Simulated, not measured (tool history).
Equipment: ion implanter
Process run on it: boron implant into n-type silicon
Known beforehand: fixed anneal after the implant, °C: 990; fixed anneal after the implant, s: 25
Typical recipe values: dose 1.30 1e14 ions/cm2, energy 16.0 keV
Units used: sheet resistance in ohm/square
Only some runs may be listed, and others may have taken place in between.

run    hour  dose  energy  read-back reference wafer on the same gauge, sheet resistance  sheet resistance
  1     0.0  1.30    16.0                                                         539.97            643.46
  2    47.0  1.30    16.0                                                         539.85            645.97
  3   143.7  1.30    16.0                                                         540.01            647.09
      166.1  -- Faraday cup replaced and dose calibrated
  4   189.3  1.30    12.5                                                         539.95            655.53
  5   263.8  1.30    12.5                                                         540.23            655.26
  6   355.6  1.30    16.0                                                         540.05            635.27
  7   430.1  1.05    16.0                                                         540.05            747.91
  8   523.1  1.30    16.0                                                         539.81            639.22
  9   631.0  1.30    16.0                                                         539.94            637.02
 10   721.3  1.30    16.0                                                         539.93            640.10
 11   761.9  1.53    16.0                                                         539.87            564.23
 12   867.4  1.30    16.0                                                         539.99            643.56
 13   915.8  1.30    16.0                                                         539.76            645.57
      938.7  -- extraction supply calibrated
 14   968.7  1.48    16.0                                                         539.91            583.54
     1000.7  -- Faraday cup replaced and dose calibrated
 15  1007.1  1.47    16.0                                                         540.23            577.23
 16  1072.1  1.09    17.0                                                         539.92            721.95
 17  1160.4  0.99    11.5                                                         539.87            824.62
     1237.1  -- gauge calibrated
 18  1239.0  1.62    20.0                                                         540.12            522.01
 19  1285.7  1.57    21.5                                                         539.87            528.32
 20  1347.4  1.30    11.5                                                         540.27            672.12
 21  1451.0  1.30    16.0                                                         540.18            641.57
 22  1535.6  1.16    12.5                                                         540.00            727.36
 23  1610.6  1.03    13.0                                                         540.04            794.60
     1661.8  -- Faraday cup replaced and dose calibrated
 24  1662.3  1.04    16.0                                                         540.06            755.91
 25  1970.2  1.30    16.0                                                         539.91            637.43
 26  2014.8  1.30    16.0                                                         540.05            639.12
 27  2097.1  1.42    21.0                                                         539.69            576.52
 28  2170.6  1.41    19.0                                                         539.86            586.22
 29  2243.2  1.18    20.5                                                         539.97            666.28
     2301.0  -- Faraday cup replaced and dose calibrated
 30  2302.0  1.57    14.0                                                         539.93            560.60
 31  2351.8  1.30    16.0                                                         539.97            634.86
 32  2570.0  1.30    16.0                                                         540.01            634.59

Hidden state, per run?
deviation of the true energy from its setpoint, %: 0 on each run
gauge reads high (%): 0 on each run
H1: deviation of the true dose from the Faraday cup's reading, %
run       H1
  1    -1.58
  2    -1.82
  3    -2.36
  4     0.49
  5    0.451
  6    0.336
  7    0.189
  8  -0.0623
  9   -0.448
 10   -0.849
 11    -1.05
 12    -1.65
 13    -1.95
 14    -2.31
 15   -0.435
 16   -0.457
 17   -0.546
 18   -0.682
 19   -0.788
 20   -0.958
 21    -1.32
 22    -1.68
 23    -2.05
 24    -0.15
 25   -0.563
 26   -0.692
 27   -0.974
 28    -1.28
 29    -1.62
 30    0.069
 31   0.0578
 32   -0.246
